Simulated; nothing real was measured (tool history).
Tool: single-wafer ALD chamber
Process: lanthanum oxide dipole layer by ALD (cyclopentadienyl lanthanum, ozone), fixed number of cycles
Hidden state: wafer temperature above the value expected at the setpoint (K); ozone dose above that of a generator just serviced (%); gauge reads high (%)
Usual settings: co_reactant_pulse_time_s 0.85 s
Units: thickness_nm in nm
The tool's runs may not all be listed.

run    hour  co_reactant_pulse_time_s  wafers since the last listed run  hours since the last thermocouple change  hours since the last ozone generator service  hours since the showerhead was replaced  hours since the gauge calibration  read-back reference wafer on the same gauge, thickness_nm  thickness_nm
  1       0                      0.85                                 0                                      77.2                                         289.4                                   2252.8                              482.2                                                      0.369         0.409
  2    69.5                      0.85                              1221                                     146.7                                         358.9                                   2322.3                              551.7                                                      0.369         0.408
  3   145.2                      1.01                              1330                                     222.4                                         434.6                                     2398                              627.4                                                      0.369         0.436
  4     237                      1.01                              1613                                     314.2                                         526.4                                   2489.8                              719.2                                                       0.37         0.435
  5     303                      0.62                              1160                                     380.2                                         592.4                                   2555.8                              785.2                                                      0.369         0.345
  6     403                      0.62                              1758                                     480.2                                         692.4                                   2655.8                              885.2                                                      0.369         0.343
  7   454.9                      0.78                               912                                     532.1                                         744.3                                   2707.7                              937.1                                                      0.369         0.387
  8   519.5                      0.78                              1135                                     596.7                                         808.9                                   2772.3                             1001.7                                                      0.369         0.385
  9   616.4                      0.85                              1703                                     693.6                                         905.8                                   2869.2                             1098.6                                                      0.369         0.399
 10   837.7                      0.85                              3890                                     914.9                                        1127.1                                   3090.5                             1319.9                                                      0.369         0.396
 11   890.9                      0.85                               935                                     968.1                                        1180.3                                   3143.7                             1373.1                                                      0.369         0.394
      951.9  -- gauge calibrated
 12   974.4                      0.85                              1468                                    1051.6                                        1263.8                                   3227.2                               22.5                                                      0.369         0.394
 13  1035.9                      0.85                              1081                                    1113.1                                        1325.3                                   3288.7                                 84                                                      0.369         0.393
 14  1134.6                      0.85                              1735                                    1211.8                                          1424                                   3387.4                              182.7                                                      0.369         0.392
 15  1238.1                      0.85                              1819                                    1315.3                                        1527.5                                   3490.9                              286.2                                                       0.37         0.392
 16  1292.1                      0.85                               949                                    1369.3                                        1581.5                                   3544.9                              340.2                                                      0.369         0.389
 17  1342.2                      0.94                               880                                    1419.4                                        1631.6                                     3595                              390.3                                                      0.369         0.407
 18  1397.3                      1.13                               968                                    1474.5                                        1686.7                                   3650.1                              445.4                                                      0.369         0.436
     1442.3  -- ozone generator serviced
 19  1499.1                      1.12                              1649                                    1576.3                                          56.8                                   3751.9                              547.2                                                      0.369         0.451
 20  1604.4                      0.52                              1851                                    1681.6                                         162.1                                   3857.2                              652.5                                                      0.369         0.318
 21  1646.9                      0.62                               747                                    1724.1                                         204.6                                   3899.7                                695                                                      0.369         0.353
 22  1719.2                      1.04                              1271                                    1796.4                                         276.9                                     3972                              767.3                                                      0.369         0.438
 23  1792.9                      1.11                              1295                                    1870.1                                         350.6                                   4045.7                                841                                                      0.369         0.448
 24  1883.6                      1.07                              1594                                    1960.8                                         441.3                                   4136.4                              931.7                                                      0.369         0.439
     1904.3  -- thermocouple changed; heater temperature recalibrated
     1914.7  -- showerhead replaced
 25  1928.4                      0.71                               506                                      24.1                                         486.1                                     13.7                              976.5                                                       0.37         0.372
 26  1992.8                      0.85                              1132                                      88.5                                         550.5                                     78.1                             1040.9                                                      0.369         0.405
     2162.7  -- gauge calibrated
 27  2198.6                      0.59                              3618                                     294.3                                         756.3                                    283.9                               35.9                                                      0.369         0.335
 28  2276.2                      0.53                              1364                                     371.9                                         833.9                                    361.5                              113.5                                                      0.369         0.311
 29  2439.5                      0.75                              2870                                     535.2                                         997.2                                    524.8                              276.8                                                      0.369         0.376
 30  2519.1                      0.66                              1399                                     614.8                                        1076.8                                    604.4                              356.4                                                      0.369         0.353

Forecast each of these 3 alternatives for the next run:
  A  2519.5                      0.85                                 7                                     615.2                                        1077.2                                    604.8                              356.8                                                          ?             ?
  B  2519.5                      0.55                                 7                                     615.2                                        1077.2                                    604.8                              356.8                                                          ?             ?
  C  2519.5                      0.73                                 7                                     615.2                                        1077.2                                    604.8                              356.8                                                          ?             ?

run  read-back reference wafer on the same gauge, thickness_nm  thickness_nm
  A                                                      0.368         0.397
  B                                                      0.368         0.315
  C                                                      0.368         0.369
Without the tool's hidden state the same runs would have given:
run  thickness_nm
  A         0.412
  B         0.332
  C         0.386
